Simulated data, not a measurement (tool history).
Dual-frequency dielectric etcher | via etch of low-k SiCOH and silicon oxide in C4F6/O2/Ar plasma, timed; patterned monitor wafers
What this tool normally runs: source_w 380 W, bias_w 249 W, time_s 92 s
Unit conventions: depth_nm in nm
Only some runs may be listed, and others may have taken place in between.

| run | hour | source_w | bias_w | time_s | wafers since the last listed run | hours since the last wet clean | hours since the last source power generator calibration | hours since the last bias power generator calibration | hours since the last upper electrode change | hours since the gauge calibration | read-back reference wafer on the same gauge, depth_nm | depth_nm |
|---|---|---|---|---|---|---|---|---|---|---|---|---|
| 1 | 0 | 380 | 249 | 92 | 0 | 31 | 115.7 | 4470.1 | 4007.3 | 846 | 269.9 | 307.9 |
| 2 | 75 | 380 | 249 | 92 | 539 | 106 | 190.7 | 4545.1 | 4082.3 | 921 | 269.9 | 308.2 |
| 3 | 119.2 | 380 | 249 | 92 | 317 | 150.2 | 234.9 | 4589.3 | 4126.5 | 965.2 | 270 | 309.2 |
| 4 | 160.3 | 440 | 249 | 92 | 295 | 191.3 | 276 | 4630.4 | 4167.6 | 1006.3 | 270 | 328.3 |
| 5 | 225.6 | 310 | 249 | 72.5 | 469 | 256.6 | 341.3 | 4695.7 | 4232.9 | 1071.6 | 270.3 | 223.4 |
| 6 | 277.4 | 380 | 249 | 74 | 372 | 308.4 | 393.1 | 4747.5 | 4284.7 | 1123.4 | 269.9 | 248.9 |
|  | 300.8 | bias power generator calibrated |
| 7 | 336 | 340 | 249 | 117.5 | 392 | 367 | 451.7 | 35.2 | 4343.3 | 1182 | 270.1 | 378 |
| 8 | 361.7 | 330 | 280 | 92 | 184 | 392.7 | 477.4 | 60.9 | 4369 | 1207.7 | 270.1 | 308.4 |
| 9 | 479.1 | 450 | 249 | 116 | 843 | 510.1 | 594.8 | 178.3 | 4486.4 | 1325.1 | 270.2 | 422.2 |
| 10 | 515 | 380 | 249 | 92 | 258 | 546 | 630.7 | 214.2 | 4522.3 | 1361 | 270.1 | 311.4 |
| 11 | 542.3 | 440 | 196 | 65.5 | 196 | 573.3 | 658 | 241.5 | 4549.6 | 1388.3 | 269.9 | 212.9 |
| 12 | 577 | 380 | 206 | 92 | 249 | 608 | 692.7 | 276.2 | 4584.3 | 1423 | 270 | 287.8 |
|  | 602.6 | gauge calibrated |
|  | 624.3 | wet clean of the chamber |
| 13 | 629.3 | 380 | 249 | 92 | 203 | 5 | 745 | 328.5 | 4636.6 | 26.7 | 270.2 | 309.1 |
| 14 | 670.4 | 320 | 249 | 111 | 295 | 46.1 | 786.1 | 369.6 | 4677.7 | 67.8 | 269.8 | 346.2 |
| 15 | 702.5 | 470 | 267 | 105 | 230 | 78.2 | 818.2 | 401.7 | 4709.8 | 99.9 | 270.1 | 398.7 |
| 16 | 851.6 | 380 | 249 | 92 | 1071 | 227.3 | 967.3 | 550.8 | 4858.9 | 249 | 270.1 | 308.8 |
|  | 910.3 | upper electrode replaced |
| 17 | 910.8 | 380 | 249 | 106.5 | 253 | 286.5 | 1026.5 | 610 | 0.5 | 308.2 | 270 | 359 |
| 18 | 921.6 | 380 | 272 | 69 | 77 | 297.3 | 1037.3 | 620.8 | 11.3 | 319 | 270.2 | 241.3 |
| 19 | 976.4 | 380 | 249 | 92 | 393 | 352.1 | 1092.1 | 675.6 | 66.1 | 373.8 | 269.9 | 310.5 |
| 20 | 1002.2 | 380 | 220 | 92 | 185 | 377.9 | 1117.9 | 701.4 | 91.9 | 399.6 | 270.3 | 295.6 |
| 21 | 1056.4 | 340 | 249 | 117.5 | 389 | 432.1 | 1172.1 | 755.6 | 146.1 | 453.8 | 270.2 | 380 |
| 22 | 1087.5 | 470 | 213 | 73.5 | 223 | 463.2 | 1203.2 | 786.7 | 177.2 | 484.9 | 269.8 | 254 |
| 23 | 1123.5 | 380 | 249 | 83.5 | 258 | 499.2 | 1239.2 | 822.7 | 213.2 | 520.9 | 270 | 282.5 |
| 24 | 1193.5 | 320 | 249 | 92 | 503 | 569.2 | 1309.2 | 892.7 | 283.2 | 590.9 | 270 | 289.4 |
| 25 | 1246.5 | 380 | 249 | 92 | 381 | 622.2 | 1362.2 | 945.7 | 336.2 | 643.9 | 270.1 | 312.4 |
|  | 1271.7 | wet clean of the chamber |
| 26 | 1277.7 | 430 | 295 | 68 | 51 | 6 | 1393.4 | 976.9 | 367.4 | 675.1 | 270 | 259.5 |
| 27 | 1341.9 | 330 | 267 | 73.5 | 461 | 70.2 | 1457.6 | 1041.1 | 431.6 | 739.3 | 269.7 | 240.5 |
| 28 | 1382.4 | 380 | 299 | 116.5 | 291 | 110.7 | 1498.1 | 1081.6 | 472.1 | 779.8 | 270.2 | 424.5 |
| 29 | 1442.3 | 380 | 249 | 92 | 430 | 170.6 | 1558 | 1141.5 | 532 | 839.7 | 270.1 | 311.9 |

Some steps in depth_nm between neighbouring runs. How much of each would the tool show without its hidden state too (settings, what came in, random variation), and how much is left for the hidden state, with any gauge scatter that isn't in both results?
Unlogged tool condition in this case: etch rate over this chamber's usual, %; source power that arrives over what is set, %; bias power that arrives over what is set, %; gauge reads high (%).
Run 6 -> 7: source_w 380 -> 340, time_s 74 -> 117.5, bias power generator calibrated. depth_nm +129.1 nm: hidden state +1.4, all else +127.7.
Run 12 -> 13: bias_w 206 -> 249, gauge calibrated, wet clean of the chamber. depth_nm +21.3 nm: hidden state -3, all else +24.3.
Run 25 -> 26: source_w 380 -> 430, bias_w 249 -> 295, time_s 92 -> 68, wet clean of the chamber. depth_nm -52.9 nm: hidden state -3.5, all else -49.4.
Run 27 -> 28: source_w 330 -> 380, bias_w 267 -> 299, time_s 73.5 -> 116.5. depth_nm +184 nm: hidden state +1.6, all else +182.4.
